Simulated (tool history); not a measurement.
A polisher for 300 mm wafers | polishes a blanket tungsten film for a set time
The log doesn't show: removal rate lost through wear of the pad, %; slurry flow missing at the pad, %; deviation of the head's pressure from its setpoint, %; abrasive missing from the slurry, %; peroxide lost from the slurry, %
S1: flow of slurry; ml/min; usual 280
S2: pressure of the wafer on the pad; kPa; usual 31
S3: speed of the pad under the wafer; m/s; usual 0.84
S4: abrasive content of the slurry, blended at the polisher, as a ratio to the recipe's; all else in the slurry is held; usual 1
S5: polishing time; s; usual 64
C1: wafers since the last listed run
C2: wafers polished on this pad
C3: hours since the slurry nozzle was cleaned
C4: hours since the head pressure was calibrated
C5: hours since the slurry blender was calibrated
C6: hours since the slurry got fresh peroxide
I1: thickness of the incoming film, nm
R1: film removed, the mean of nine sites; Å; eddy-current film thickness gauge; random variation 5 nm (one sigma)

| run | day | S1 | S2 | S3 | S4 | S5 | C1 | C2 | C3 | C4 | C5 | C6 | I1 | R1 |
|---|---|---|---|---|---|---|---|---|---|---|---|---|---|---|
| 1 | 0 | 280 | 31 | 1 | 1 | 64 | 0 | 1133 | 136.1 | 527.5 | 319.5 | 147.1 | 1538.9 | 3535 |
| 2 | 0.783 | 280 | 31 | 1 | 1 | 64 | 209 | 1343 | 154.9 | 546.3 | 338.3 | 165.9 | 1548.3 | 3336 |
|  | 0.954 | worn pad replaced by a new one |
|  | 1.467 | slurry blender recalibrated |
|  | 1.496 | slurry tank refilled with fresh slurry and peroxide |
| 3 | 1.95 | 280 | 31 | 0.68 | 1 | 64 | 238 | 237 | 182.9 | 574.3 | 11.6 | 10.9 | 1548 | 3174 |
| 4 | 4.454 | 280 | 31 | 0.84 | 1 | 64 | 671 | 908 | 243 | 634.4 | 71.7 | 71 | 1546.7 | 3437 |
|  | 5.758 | worn pad replaced by a new one |
| 5 | 8.721 | 280 | 31 | 0.84 | 1 | 64 | 1098 | 793 | 345.4 | 736.8 | 174.1 | 173.4 | 1567 | 2916 |
|  | 9.362 | slurry tank refilled with fresh slurry and peroxide |
|  | 9.8 | worn pad replaced by a new one |
| 6 | 9.892 | 280 | 31 | 0.84 | 1 | 64 | 257 | 24 | 373.5 | 764.9 | 202.2 | 12.7 | 1563.4 | 3583 |
| 7 | 10.921 | 280 | 31 | 0.84 | 1 | 64 | 275 | 300 | 398.2 | 789.6 | 226.9 | 37.4 | 1566.3 | 3550 |
|  | 11.054 | head pressure recalibrated |
| 8 | 11.738 | 280 | 31 | 0.84 | 1 | 64 | 196 | 496 | 417.8 | 16.4 | 246.5 | 57 | 1538.8 | 3540 |
| 9 | 13.075 | 280 | 31 | 0.58 | 1.25 | 64 | 358 | 855 | 449.9 | 48.5 | 278.6 | 89.1 | 1538.2 | 2992 |
|  | 14.733 | slurry nozzle cleaned |
|  | 14.775 | worn pad replaced by a new one |
|  | 16.025 | slurry tank refilled with fresh slurry and peroxide |
|  | 16.888 | slurry blender recalibrated |
| 10 | 17.404 | 280 | 31 | 0.96 | 1 | 64 | 1104 | 671 | 64.1 | 152.4 | 12.4 | 33.1 | 1529.1 | 3940 |
| 11 | 18.796 | 215 | 22.8 | 0.84 | 0.85 | 53 | 372 | 1044 | 97.5 | 185.8 | 45.8 | 66.5 | 1553.9 | 2040 |
|  | 19.333 | worn pad replaced by a new one |
| 12 | 20.108 | 280 | 31 | 0.84 | 1 | 64 | 307 | 207 | 129 | 217.3 | 77.3 | 98 | 1558 | 3411 |
| 13 | 20.742 | 280 | 26.9 | 0.84 | 0.75 | 64 | 169 | 377 | 144.2 | 232.5 | 92.5 | 113.2 | 1525.8 | 2639 |
| 14 | 22.221 | 225 | 31 | 0.64 | 1 | 64 | 396 | 773 | 179.7 | 268 | 128 | 148.7 | 1556.1 | 2626 |
| 15 | 23.138 | 280 | 31 | 0.84 | 1 | 64 | 245 | 1019 | 201.7 | 290 | 150 | 170.7 | 1541.1 | 3067 |

What the log doesn't show, run by run:
removal rate lost through wear of the pad, %: 0 in every run
slurry flow missing at the pad, %: 0 in every run
deviation of the head's pressure from its setpoint, %: 0 in every run
abrasive missing from the slurry, %: 0 in every run
H1: peroxide lost from the slurry, %
| run | H1 |
|---|---|
| 1 | 30.4 |
| 2 | 37.3 |
| 3 | 4.12 |
| 4 | 9.85 |
| 5 | 39 |
| 6 | 0.662 |
| 7 | 2.1 |
| 8 | 4.25 |
| 9 | 9.71 |
| 10 | 4.21 |
| 11 | 8.08 |
| 12 | 14.1 |
| 13 | 17.9 |
| 14 | 28.7 |
| 15 | 36.9 |

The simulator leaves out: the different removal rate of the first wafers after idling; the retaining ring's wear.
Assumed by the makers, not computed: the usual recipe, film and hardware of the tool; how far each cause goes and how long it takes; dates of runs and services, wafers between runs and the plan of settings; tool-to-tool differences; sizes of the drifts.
